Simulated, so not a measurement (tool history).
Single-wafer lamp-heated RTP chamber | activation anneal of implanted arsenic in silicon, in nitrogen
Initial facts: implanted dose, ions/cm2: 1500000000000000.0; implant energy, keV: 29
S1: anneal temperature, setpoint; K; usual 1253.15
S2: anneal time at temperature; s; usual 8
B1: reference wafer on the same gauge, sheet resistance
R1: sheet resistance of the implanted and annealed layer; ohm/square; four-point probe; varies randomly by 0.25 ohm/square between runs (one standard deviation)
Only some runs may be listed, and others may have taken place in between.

run,hour,S1,S2,B1,R1
1,0,1253.15,8,137,112.37
# hour 29.4: gauge calibrated
2,30.2,1231.15,8,137.04,118.72
# hour 69.4: pyrometer window cleaned and pyrometer calibrated
3,78.2,1233.15,9,136.92,119.57
4,121.4,1253.15,11,136.9,111.36
5,174,1253.15,5,137.02,117.88
6,203.4,1253.15,8,137,114.04
7,257,1253.15,8,137.04,113.7
8,287.9,1253.15,8,137.03,113.67
# hour 342.2: reflector plate cleaned
9,355.9,1253.15,8,136.96,113.22
10,411.8,1253.15,8,137.05,112.99
11,455.8,1253.15,8,137.01,112.53
12,503.1,1238.15,6,137.03,119.05
13,537.8,1238.15,6,136.93,118.94
14,564.9,1261.15,8,136.99,109.8
# hour 591: pyrometer window cleaned and pyrometer calibrated
15,628.6,1271.15,8,137.07,109.06
16,698.1,1253.15,8,136.99,114
17,739.1,1253.15,7,137.07,114.61
18,772.8,1245.15,6,136.99,118.77
19,847.1,1253.15,10,137,111.08
20,910.9,1269.15,13,137.04,104.55
21,982.8,1228.15,6,136.98,121.84
# hour 1014.2: gauge calibrated
# hour 1052.6: reflector plate cleaned
# hour 1095.1: pyrometer window cleaned and pyrometer calibrated
22,1163.5,1240.15,10,136.95,115.92
23,1220.4,1253.15,8,136.95,114.01
24,1254.3,1279.15,6,137.03,108.87
25,1307.5,1240.15,10,137.02,115.98
26,1349.3,1236.15,6,137.01,121.04
27,1418.1,1253.15,8,137.05,112.42
28,1453.3,1244.15,8,137,115.69

Branching from run 28: 5 alternative next runs. What would each branch give?
A,1453.7,1253.15,8,?,?
B,1453.7,1253.15,13,?,?
C,1453.7,1238.15,8,?,?
D,1453.7,1244.15,11,?,?
E,1453.7,1228.15,11,?,?

run,B1,R1
A,137.01,113
B,137.01,108.73
C,137.01,117.7
D,137.01,113.06
E,137.01,118.44
Without the tool's unlogged condition, the same runs would have read:
run,R1
A,114.48
B,110.24
C,119.21
D,114.69
E,119.97
